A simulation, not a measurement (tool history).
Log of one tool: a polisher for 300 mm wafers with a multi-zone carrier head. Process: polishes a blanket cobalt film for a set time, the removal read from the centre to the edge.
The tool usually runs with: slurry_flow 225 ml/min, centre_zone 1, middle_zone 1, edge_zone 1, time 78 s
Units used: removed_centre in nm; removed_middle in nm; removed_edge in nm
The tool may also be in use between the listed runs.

run   hour  slurry_flow  centre_zone  middle_zone  edge_zone  time  wafers since the last listed run  wafers polished on this pad  hours since the slurry nozzle was cleaned  hours since the centre zone pressure was calibrated  hours since the edge zone pressure was calibrated  hours since the carrier head's membrane was replaced  incoming thickness of the incoming film, nm  removed_centre  removed_middle  removed_edge
  1      0          225            1            1       1.09    78                                 0                          986                                      732.7                                               1036.7                                              356.4                                                 479.3                                       1317.2           542.3           557.7         569.2
       5.3  -- worn pad replaced by a new one
  2    8.6          225            1            1          1    78                                25                           18                                      741.3                                               1045.3                                                365                                                 487.9                                         1340           560.3           565.4         537.2
      10.2  -- slurry nozzle cleaned
  3     19          225            1            1          1    78                                52                           70                                        8.8                                               1055.7                                              375.4                                                 498.3                                       1296.7           549.5           554.2         549.4
      33.3  -- carrier head's membrane replaced by a new one
  4   33.8          275            1            1          1    78                                54                          125                                       23.6                                               1070.5                                              390.2                                                   0.5                                       1299.7           571.8           568.1         551.8
  5   38.5          275            1            1          1    78                                26                          151                                       28.3                                               1075.2                                              394.9                                                   5.2                                       1323.1           566.7           570.2         558.1
  6     71          225            1            1          1    78                               180                          331                                       60.8                                               1107.7                                              427.4                                                  37.7                                       1323.6           562.3           554.1         548.7
  7     77          225            1            1          1    78                                33                          364                                       66.8                                               1113.7                                              433.4                                                  43.7                                       1296.6           549.4           555.8         544.5
  8   87.6          145            1            1        1.1    78                                58                          423                                       77.4                                               1124.3                                                444                                                  54.3                                       1291.1           508.2           515.4         545.3
  9   94.5          225            1            1          1    78                                38                          462                                       84.3                                               1131.2                                              450.9                                                  61.2                                       1302.7           545.4           561.6         550.8
 10  111.9          225            1            1          1    58                                96                          558                                      101.7                                               1148.6                                              468.3                                                  78.6                                       1302.6           413.8           412.6         401.5
 11  128.8          225         0.94            1          1    97                                93                          652                                      118.6                                               1165.5                                              485.2                                                  95.5                                         1312           653.4           699.6         698.9
 12  144.8          225            1            1          1    78                                88                          741                                      134.6                                               1181.5                                              501.2                                                 111.5                                       1298.2           564.8           560.3         533.5
 13  154.9          225            1         1.05          1    78                                56                          797                                      144.7                                               1191.6                                              511.3                                                 121.6                                       1314.5           565.4           580.8         544.4
 14  166.9          225            1            1          1    78                                66                          864                                      156.7                                               1203.6                                              523.3                                                 133.6                                       1309.1           554.6           552.9         546.1

What does the tool deliver on the next run?
     171.2  -- centre zone pressure recalibrated
     174.2  -- edge zone pressure recalibrated
 15  180.4          225            1            1          1    78                                52                          916                                      170.2                                                  9.2                                                6.2                                                 147.1                                         1300               ?               ?             ?

removed_centre: 563.8 nm
removed_middle: 560.7 nm
removed_edge: 535.2 nm
Minus the tool's unlogged condition, the same run would have read removed_centre 563.8 nm, removed_middle 560.7 nm, removed_edge 535.2 nm.
